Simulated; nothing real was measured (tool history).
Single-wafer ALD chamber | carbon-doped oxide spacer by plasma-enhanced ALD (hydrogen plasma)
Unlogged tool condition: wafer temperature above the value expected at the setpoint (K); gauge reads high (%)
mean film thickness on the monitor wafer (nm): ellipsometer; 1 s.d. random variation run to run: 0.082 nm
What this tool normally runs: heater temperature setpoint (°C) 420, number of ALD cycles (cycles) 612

run	day	heater temperature setpoint (°C)	number of ALD cycles (cycles)	wafers since the last listed run	hours since the last thermocouple change	hours since the gauge calibration	read-back reference wafer on the same gauge, thickness_nm	mean film thickness on the monitor wafer (nm)
1	0	416	612	0	1968.7	7.7	30.204	33.047
2	0.438	416	612	6	1979.2	18.2	30.187	33.072
3	0.725	416	612	4	1986.1	25.1	30.208	33.065
4	1.412	420	678	10	2002.6	41.6	30.196	36.266
5	2.004	420	678	8	2016.8	55.8	30.192	36.248
6	2.712	420	612	10	2033.8	72.8	30.207	32.691
# day 3.492: thermocouple changed; heater temperature recalibrated
7	3.512	420	612	6	0.5	92	30.203	32.669
8	3.904	420	612	5	9.9	101.4	30.196	32.878
9	4.258	411	567	5	18.4	109.9	30.204	31.129
10	4.596	420	678	4	26.5	118	30.201	36.327
11	4.938	407	559	5	34.7	126.2	30.198	30.972
# day 5.375: gauge calibrated
12	5.521	426	517	8	48.7	3.5	30.221	27.103
13	5.942	420	612	6	58.8	13.6	30.197	32.742
14	6.558	428	694	9	73.6	28.4	30.188	36.368
15	6.95	407	612	5	83	37.8	30.206	33.865
16	7.667	420	612	10	100.2	55	30.186	32.754

Here are 4 independent what-if runs from the current tool condition. What would each one return?
A	7.721	420	728	0	101.5	56.3	?	?
B	7.721	410	716	0	101.5	56.3	?	?
C	7.721	434	522	0	101.5	56.3	?	?
D	7.721	415	652	0	101.5	56.3	?	?

run	read-back reference wafer on the same gauge, thickness_nm	mean film thickness on the monitor wafer (nm)
A	30.192	38.914
B	30.192	39.348
C	30.192	26.806
D	30.192	35.341
Had the tool no hidden state, the same runs would have come out as:
run	mean film thickness on the monitor wafer (nm)
A	38.914
B	39.348
C	26.806
D	35.341
